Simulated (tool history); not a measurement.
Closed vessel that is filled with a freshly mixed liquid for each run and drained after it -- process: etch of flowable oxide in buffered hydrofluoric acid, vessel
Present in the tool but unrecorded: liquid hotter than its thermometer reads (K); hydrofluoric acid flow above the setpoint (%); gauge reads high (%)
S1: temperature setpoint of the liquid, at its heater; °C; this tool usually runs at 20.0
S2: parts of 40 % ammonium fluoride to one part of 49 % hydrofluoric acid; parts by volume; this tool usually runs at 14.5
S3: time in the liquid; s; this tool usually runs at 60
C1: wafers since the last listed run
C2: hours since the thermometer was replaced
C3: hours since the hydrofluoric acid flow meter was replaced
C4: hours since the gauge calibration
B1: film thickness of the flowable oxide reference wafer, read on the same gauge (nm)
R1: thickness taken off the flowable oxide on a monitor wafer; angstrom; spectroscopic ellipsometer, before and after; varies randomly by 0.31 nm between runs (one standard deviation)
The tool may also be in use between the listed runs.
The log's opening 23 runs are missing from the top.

run,hour,S1,S2,S3,C1,C2,C3,C4,B1,R1
24,1643.2,18.0,10.5,45,7189,129.0,144.5,251.8,30.00,857.2
25,1746.7,20.0,14.5,60,11754,232.5,248.0,355.3,30.01,932.7
26,1821.7,22.0,14.5,60,8517,307.5,323.0,430.3,30.00,1045.9
27,1914.7,18.0,10.5,60,10562,400.5,416.0,523.3,30.03,1147.4
28,2002.6,20.0,20.5,30,9982,488.4,503.9,611.2,29.95,334.1
29,2070.2,23.5,14.5,60,7677,556.0,571.5,678.8,30.01,1138.7
30,2140.4,20.0,10.0,95,7972,626.2,641.7,749.0,30.02,2133.5
31,2202.3,20.0,9.5,45,7030,688.1,703.6,810.9,30.01,1040.9

What if the next run were any one of these 5? Each begins from the tool's condition after run 31:
A,2203.0,20.0,14.5,60,79,688.8,704.3,811.6,?,?
B,2203.0,23.0,16.0,40,79,688.8,704.3,811.6,?,?
C,2203.0,23.0,19.0,40,79,688.8,704.3,811.6,?,?
D,2203.0,23.0,11.0,45,79,688.8,704.3,811.6,?,?
E,2203.0,20.0,12.0,60,79,688.8,704.3,811.6,?,?

run,B1,R1
A,29.98,932.7
B,29.98,666.7
C,29.98,562.8
D,29.98,1082.8
E,29.98,1122.9
Without the tool's hidden state the same runs would have given:
run,R1
A,932.7
B,666.7
C,562.8
D,1082.8
E,1122.9

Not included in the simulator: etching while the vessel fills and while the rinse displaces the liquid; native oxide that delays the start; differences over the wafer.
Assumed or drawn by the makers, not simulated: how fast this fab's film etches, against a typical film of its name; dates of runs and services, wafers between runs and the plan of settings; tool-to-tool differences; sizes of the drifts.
